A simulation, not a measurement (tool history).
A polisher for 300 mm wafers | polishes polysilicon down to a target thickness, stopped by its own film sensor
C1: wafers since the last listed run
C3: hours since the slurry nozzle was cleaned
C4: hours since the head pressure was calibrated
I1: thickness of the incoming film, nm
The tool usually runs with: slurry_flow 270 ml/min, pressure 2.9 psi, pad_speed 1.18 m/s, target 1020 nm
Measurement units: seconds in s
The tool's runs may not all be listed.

Run 1, hour 0.0: usual settings but pad_speed 1.50 m/s; C1 0; wafers polished on this pad 357; C3 444.5; C4 925.7; I1 1565.7. Result: seconds 45.9 s.
Run 2, hour 10.5: usual settings but slurry_flow 300 ml/min; C1 136; wafers polished on this pad 494; C3 455.0; C4 936.2; I1 1588.5. Result: seconds 58.1 s.
Run 3, hour 17.2: usual settings but slurry_flow 300 ml/min; C1 87; wafers polished on this pad 581; C3 461.7; C4 942.9; I1 1580.9. Result: seconds 58.0 s.
Run 4, hour 28.2: usual settings but slurry_flow 300 ml/min; C1 143; wafers polished on this pad 725; C3 472.7; C4 953.9; I1 1600.2. Result: seconds 58.0 s.
Run 5, hour 37.0: usual settings; C1 114; wafers polished on this pad 839; C3 481.5; C4 962.7; I1 1596.8. Result: seconds 59.7 s.
Run 6, hour 48.9: usual settings but pressure 2.4 psi; C1 154; wafers polished on this pad 994; C3 493.4; C4 974.6; I1 1597.6. Result: seconds 68.9 s.
At hour 78.7: worn pad replaced by a new one.
At hour 88.8: slurry nozzle cleaned.
Run 7, hour 90.4: usual settings; C1 475; wafers polished on this pad 138; C3 1.6; C4 1016.1; I1 1573.6. Result: seconds 57.3 s.
Run 8, hour 97.8: usual settings; C1 96; wafers polished on this pad 235; C3 9.0; C4 1023.5; I1 1547.8. Result: seconds 54.1 s.
Run 9, hour 115.1: usual settings; C1 225; wafers polished on this pad 460; C3 26.3; C4 1040.8; I1 1566.5. Result: seconds 55.4 s.
Run 10, hour 132.0: usual settings but pad_speed 1.38 m/s; C1 220; wafers polished on this pad 680; C3 43.2; C4 1057.7; I1 1574.3. Result: seconds 49.6 s.
Run 11, hour 142.6: usual settings but pad_speed 1.38 m/s; C1 138; wafers polished on this pad 818; C3 53.8; C4 1068.3; I1 1583.5. Result: seconds 50.5 s.
Run 12, hour 156.5: usual settings; C1 181; wafers polished on this pad 999; C3 67.7; C4 1082.2; I1 1554.2. Result: seconds 54.2 s.
Run 13, hour 164.4: usual settings; C1 102; wafers polished on this pad 1102; C3 75.6; C4 1090.1; I1 1595.5. Result: seconds 58.1 s.
Run 14, hour 173.0: usual settings but slurry_flow 220 ml/min; C1 112; wafers polished on this pad 1214; C3 84.2; C4 1098.7; I1 1580.6. Result: seconds 58.2 s.
Run 15, hour 186.5: usual settings but slurry_flow 195 ml/min; C1 175; wafers polished on this pad 1390; C3 97.7; C4 1112.2; I1 1573.2. Result: seconds 58.1 s.
Run 16, hour 202.6: usual settings; C1 209; wafers polished on this pad 1600; C3 113.8; C4 1128.3; I1 1581.1. Result: seconds 57.7 s.
At hour 208.6: worn pad replaced by a new one.
Run 17, hour 212.7: usual settings; C1 79; wafers polished on this pad 54; C3 123.9; C4 1138.4; I1 1604.2. Result: seconds 59.7 s.
Run 18, hour 221.5: usual settings but pressure 3.7 psi, pad_speed 1.34 m/s; C1 114; wafers polished on this pad 168; C3 132.7; C4 1147.2; I1 1586.4. Result: seconds 42.2 s.
Run 19, hour 230.9: usual settings but pressure 2.0 psi, pad_speed 0.78 m/s, target 948 nm; C1 122; wafers polished on this pad 291; C3 142.1; C4 1156.6; I1 1581.2. Result: seconds 124.7 s.
Run 20, hour 238.6: usual settings but slurry_flow 235 ml/min, pressure 3.7 psi, pad_speed 0.96 m/s, target 901 nm; C1 100; wafers polished on this pad 391; C3 149.8; C4 1164.3; I1 1578.2. Result: seconds 67.1 s.
Run 21, hour 255.1: usual settings but slurry_flow 300 ml/min, pressure 1.9 psi, target 1070 nm; C1 214; wafers polished on this pad 606; C3 166.3; C4 1180.8; I1 1564.7. Result: seconds 69.7 s.
Run 22, hour 262.6: usual settings but pad_speed 0.88 m/s, target 1097 nm; C1 97; wafers polished on this pad 703; C3 173.8; C4 1188.3; I1 1553.1. Result: seconds 60.3 s.
Run 23, hour 271.1: usual settings but target 1163 nm; C1 110; wafers polished on this pad 814; C3 182.3; C4 1196.8; I1 1577.9. Result: seconds 42.1 s.
At hour 296.6: head pressure recalibrated.
At hour 313.9: worn pad replaced by a new one.
Run 24, hour 319.8: usual settings but slurry_flow 200 ml/min, target 1176 nm; C1 556; wafers polished on this pad 76; C3 231.0; C4 23.2; I1 1592.1. Result: seconds 47.1 s.
Run 25, hour 337.7: usual settings but slurry_flow 245 ml/min, pad_speed 1.34 m/s, target 959 nm; C1 233; wafers polished on this pad 310; C3 248.9; C4 41.1; I1 1569.3. Result: seconds 60.4 s.
Run 26, hour 352.9: usual settings but slurry_flow 210 ml/min, pressure 3.9 psi, pad_speed 1.32 m/s; C1 197; wafers polished on this pad 507; C3 264.1; C4 56.3; I1 1582.6. Result: seconds 44.4 s.
Run 27, hour 362.6: usual settings but pressure 3.9 psi, target 1198 nm; C1 126; wafers polished on this pad 634; C3 273.8; C4 66.0; I1 1555.2. Result: seconds 30.3 s.
Run 28, hour 379.3: usual settings but slurry_flow 315 ml/min, pressure 3.9 psi, target 895 nm; C1 217; wafers polished on this pad 851; C3 290.5; C4 82.7; I1 1598.7. Result: seconds 58.7 s.
Run 29, hour 393.3: usual settings but pressure 2.5 psi, target 1141 nm; C1 182; wafers polished on this pad 1034; C3 304.5; C4 96.7; I1 1594.7. Result: seconds 57.1 s.
Run 30, hour 403.0: usual settings; C1 126; wafers polished on this pad 1160; C3 314.2; C4 106.4; I1 1576.5. Result: seconds 61.0 s.
Run 31, hour 415.0: usual settings; C1 156; wafers polished on this pad 1316; C3 326.2; C4 118.4; I1 1579.1. Result: seconds 61.1 s.
Run 32, hour 432.2: usual settings; C1 224; wafers polished on this pad 1540; C3 343.4; C4 135.6; I1 1559.2. Result: seconds 59.3 s.
At hour 438.4: worn pad replaced by a new one.
Run 33, hour 442.0: usual settings but pressure 3.8 psi; C1 75; wafers polished on this pad 47; C3 353.2; C4 145.4; I1 1550.4. Result: seconds 46.1 s.
Run 34, hour 453.9: usual settings; C1 154; wafers polished on this pad 202; C3 365.1; C4 157.3; I1 1563.5. Result: seconds 59.4 s.
Run 35, hour 460.7: usual settings; C1 88; wafers polished on this pad 291; C3 371.9; C4 164.1; I1 1557.1. Result: seconds 58.2 s.
Run 36, hour 478.6: usual settings but slurry_flow 345 ml/min, pressure 3.8 psi, pad_speed 1.52 m/s, target 1089 nm; C1 233; wafers polished on this pad 524; C3 389.8; C4 182.0; I1 1551.7. Result: seconds 31.0 s.

Consider 5 possible next runs. They are alternatives, not a sequence: every one starts from the tool as it was left by run 36. What does each give?
Run A, hour 479.0: usual settings; C1 5; wafers polished on this pad 529; C3 390.2; C4 182.4; I1 1559.3. Result: seconds ?.
Run B, hour 479.0: usual settings but pressure 3.4 psi; C1 5; wafers polished on this pad 529; C3 390.2; C4 182.4; I1 1559.3. Result: seconds ?.
Run C, hour 479.0: usual settings but slurry_flow 335 ml/min; C1 5; wafers polished on this pad 529; C3 390.2; C4 182.4; I1 1559.3. Result: seconds ?.
Run D, hour 479.0: usual settings but slurry_flow 325 ml/min, pressure 3.9 psi, target 892 nm; C1 5; wafers polished on this pad 529; C3 390.2; C4 182.4; I1 1559.3. Result: seconds ?.
Run E, hour 479.0: usual settings but pressure 3.7 psi; C1 5; wafers polished on this pad 529; C3 390.2; C4 182.4; I1 1559.3. Result: seconds ?.

run  seconds
  A     59.1
  B     51.5
  C     58.0
  D     55.6
  E     47.9
Without the tool's unlogged condition, the same runs would have read:
run  seconds
  A     59.7
  B     52.1
  C     58.6
  D     56.2
  E     48.4
